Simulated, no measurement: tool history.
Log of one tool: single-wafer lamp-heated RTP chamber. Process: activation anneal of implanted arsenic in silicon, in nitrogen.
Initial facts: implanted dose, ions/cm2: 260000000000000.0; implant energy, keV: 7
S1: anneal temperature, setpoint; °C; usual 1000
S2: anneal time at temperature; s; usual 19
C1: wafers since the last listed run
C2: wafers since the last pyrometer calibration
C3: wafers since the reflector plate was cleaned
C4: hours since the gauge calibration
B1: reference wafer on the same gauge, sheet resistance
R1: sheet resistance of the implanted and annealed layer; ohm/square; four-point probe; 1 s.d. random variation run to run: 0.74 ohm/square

{"run": 1, "hour": 0.0, "S1": 1010, "S2": 12, "C1": 0, "C2": 2203, "C3": 4470, "C4": 466.8, "B1": 347.96, "R1": 347.2}
{"run": 2, "hour": 15.6, "S1": 1012, "S2": 19, "C1": 267, "C2": 2471, "C3": 4738, "C4": 482.4, "B1": 348.0, "R1": 341.37}
{"hour": 35.6, "done": "gauge calibrated"}
{"hour": 44.3, "done": "pyrometer window cleaned and pyrometer calibrated"}
{"run": 3, "hour": 44.8, "S1": 1010, "S2": 19, "C1": 363, "C2": 8, "C3": 5101, "C4": 9.2, "B1": 347.94, "R1": 340.95}
{"run": 4, "hour": 69.2, "S1": 1000, "S2": 19, "C1": 418, "C2": 427, "C3": 5520, "C4": 33.6, "B1": 347.89, "R1": 344.45}
{"run": 5, "hour": 102.8, "S1": 1000, "S2": 19, "C1": 576, "C2": 1003, "C3": 6096, "C4": 67.2, "B1": 348.12, "R1": 345.7}
{"run": 6, "hour": 127.5, "S1": 1022, "S2": 26, "C1": 423, "C2": 1426, "C3": 6519, "C4": 91.9, "B1": 347.95, "R1": 333.26}
{"run": 7, "hour": 158.2, "S1": 1022, "S2": 26, "C1": 526, "C2": 1953, "C3": 7046, "C4": 122.6, "B1": 348.08, "R1": 332.4}
{"run": 8, "hour": 177.9, "S1": 1000, "S2": 19, "C1": 337, "C2": 2291, "C3": 7384, "C4": 142.3, "B1": 347.94, "R1": 344.34}
{"run": 9, "hour": 202.5, "S1": 1000, "S2": 19, "C1": 421, "C2": 2713, "C3": 7806, "C4": 166.9, "B1": 348.03, "R1": 343.79}
{"hour": 224.5, "done": "pyrometer window cleaned and pyrometer calibrated"}
{"run": 10, "hour": 225.0, "S1": 1000, "S2": 19, "C1": 248, "C2": 9, "C3": 8054, "C4": 189.4, "B1": 348.02, "R1": 343.34}
{"run": 11, "hour": 241.0, "S1": 1006, "S2": 19, "C1": 274, "C2": 283, "C3": 8329, "C4": 205.4, "B1": 347.8, "R1": 342.97}
{"run": 12, "hour": 275.3, "S1": 1011, "S2": 19, "C1": 588, "C2": 871, "C3": 8917, "C4": 239.7, "B1": 347.9, "R1": 342.34}
{"run": 13, "hour": 294.8, "S1": 1011, "S2": 19, "C1": 334, "C2": 1206, "C3": 9251, "C4": 259.2, "B1": 347.93, "R1": 340.18}
{"run": 14, "hour": 313.6, "S1": 1000, "S2": 19, "C1": 322, "C2": 1528, "C3": 9574, "C4": 278.0, "B1": 347.97, "R1": 343.25}
{"run": 15, "hour": 327.6, "S1": 1000, "S2": 19, "C1": 240, "C2": 1768, "C3": 9814, "C4": 292.0, "B1": 347.95, "R1": 344.77}
{"run": 16, "hour": 359.0, "S1": 1000, "S2": 19, "C1": 538, "C2": 2307, "C3": 10352, "C4": 323.4, "B1": 347.89, "R1": 342.99}
{"hour": 394.2, "done": "pyrometer window cleaned and pyrometer calibrated"}
{"run": 17, "hour": 394.7, "S1": 993, "S2": 19, "C1": 475, "C2": 8, "C3": 10827, "C4": 359.1, "B1": 347.81, "R1": 347.68}
{"run": 18, "hour": 423.7, "S1": 1000, "S2": 19, "C1": 497, "C2": 505, "C3": 11325, "C4": 388.1, "B1": 348.05, "R1": 344.84}
{"run": 19, "hour": 451.4, "S1": 971, "S2": 9, "C1": 475, "C2": 980, "C3": 11800, "C4": 415.8, "B1": 347.91, "R1": 357.6}
{"run": 20, "hour": 479.5, "S1": 1000, "S2": 11, "C1": 481, "C2": 1462, "C3": 12282, "C4": 443.9, "B1": 347.96, "R1": 350.27}
{"run": 21, "hour": 502.0, "S1": 975, "S2": 30, "C1": 385, "C2": 1848, "C3": 12667, "C4": 466.4, "B1": 347.97, "R1": 346.28}
{"run": 22, "hour": 526.7, "S1": 1018, "S2": 19, "C1": 423, "C2": 2272, "C3": 13091, "C4": 491.1, "B1": 347.99, "R1": 339.94}
{"hour": 553.6, "done": "gauge calibrated"}
{"run": 23, "hour": 560.2, "S1": 1000, "S2": 19, "C1": 574, "C2": 2846, "C3": 13666, "C4": 6.6, "B1": 347.93, "R1": 343.82}
{"hour": 580.2, "done": "pyrometer window cleaned and pyrometer calibrated"}
{"hour": 583.7, "done": "reflector plate cleaned"}
{"run": 24, "hour": 660.1, "S1": 980, "S2": 28, "C1": 1514, "C2": 1309, "C3": 1309, "C4": 106.5, "B1": 347.91, "R1": 343.2}
{"run": 25, "hour": 695.0, "S1": 1029, "S2": 9, "C1": 598, "C2": 1908, "C3": 1908, "C4": 141.4, "B1": 348.01, "R1": 342.19}
{"run": 26, "hour": 728.1, "S1": 988, "S2": 28, "C1": 567, "C2": 2475, "C3": 2475, "C4": 174.5, "B1": 347.95, "R1": 342.52}
{"run": 27, "hour": 742.3, "S1": 1016, "S2": 14, "C1": 243, "C2": 2719, "C3": 2719, "C4": 188.7, "B1": 348.06, "R1": 342.68}
{"hour": 758.3, "done": "reflector plate cleaned, repeated, since the last time left the tool worse"}
{"run": 28, "hour": 767.0, "S1": 1000, "S2": 19, "C1": 286, "C2": 3005, "C3": 149, "C4": 213.4, "B1": 347.97, "R1": 345.46}
{"hour": 775.8, "done": "pyrometer window cleaned and pyrometer calibrated"}
{"run": 29, "hour": 781.2, "S1": 1000, "S2": 19, "C1": 106, "C2": 92, "C3": 255, "C4": 227.6, "B1": 348.02, "R1": 346.73}
{"run": 30, "hour": 846.4, "S1": 981, "S2": 23, "C1": 1118, "C2": 1210, "C3": 1373, "C4": 292.8, "B1": 348.09, "R1": 348.08}
{"run": 31, "hour": 883.6, "S1": 1000, "S2": 27, "C1": 637, "C2": 1848, "C3": 2011, "C4": 330.0, "B1": 347.93, "R1": 340.49}
{"run": 32, "hour": 915.8, "S1": 1018, "S2": 19, "C1": 552, "C2": 2400, "C3": 2563, "C4": 362.2, "B1": 347.91, "R1": 339.23}
{"run": 33, "hour": 945.8, "S1": 1000, "S2": 19, "C1": 514, "C2": 2915, "C3": 3078, "C4": 392.2, "B1": 348.01, "R1": 345.34}
{"hour": 958.3, "done": "pyrometer window cleaned and pyrometer calibrated"}
{"run": 34, "hour": 962.0, "S1": 1000, "S2": 10, "C1": 140, "C2": 63, "C3": 3218, "C4": 408.4, "B1": 347.99, "R1": 351.39}
{"run": 35, "hour": 982.0, "S1": 1014, "S2": 19, "C1": 342, "C2": 406, "C3": 3561, "C4": 428.4, "B1": 348.03, "R1": 340.96}

Results per run with the tool's hidden condition removed, run-to-run variation unchanged:
The tool's hidden condition here consists of: true wafer temperature minus pyrometer reading, K; wafer temperature error from the tarnished reflector plate, K; gauge reads high (%).
run=1 R1=348.10
run=2 R1=342.48
run=3 R1=342.09
run=4 R1=345.54
run=5 R1=346.84
run=6 R1=334.71
run=7 R1=333.89
run=8 R1=345.54
run=9 R1=345.01
run=10 R1=344.58
run=11 R1=344.28
run=12 R1=343.73
run=13 R1=341.57
run=14 R1=344.54
run=15 R1=346.07
run=16 R1=344.31
run=17 R1=348.94
run=18 R1=346.18
run=19 R1=358.25
run=20 R1=351.33
run=21 R1=347.61
run=22 R1=341.50
run=23 R1=345.20
run=24 R1=346.09
run=25 R1=345.06
run=26 R1=345.88
run=27 R1=345.88
run=28 R1=345.60
run=29 R1=346.93
run=30 R1=348.48
run=31 R1=341.13
run=32 R1=339.96
run=33 R1=346.06
run=34 R1=351.96
run=35 R1=341.84

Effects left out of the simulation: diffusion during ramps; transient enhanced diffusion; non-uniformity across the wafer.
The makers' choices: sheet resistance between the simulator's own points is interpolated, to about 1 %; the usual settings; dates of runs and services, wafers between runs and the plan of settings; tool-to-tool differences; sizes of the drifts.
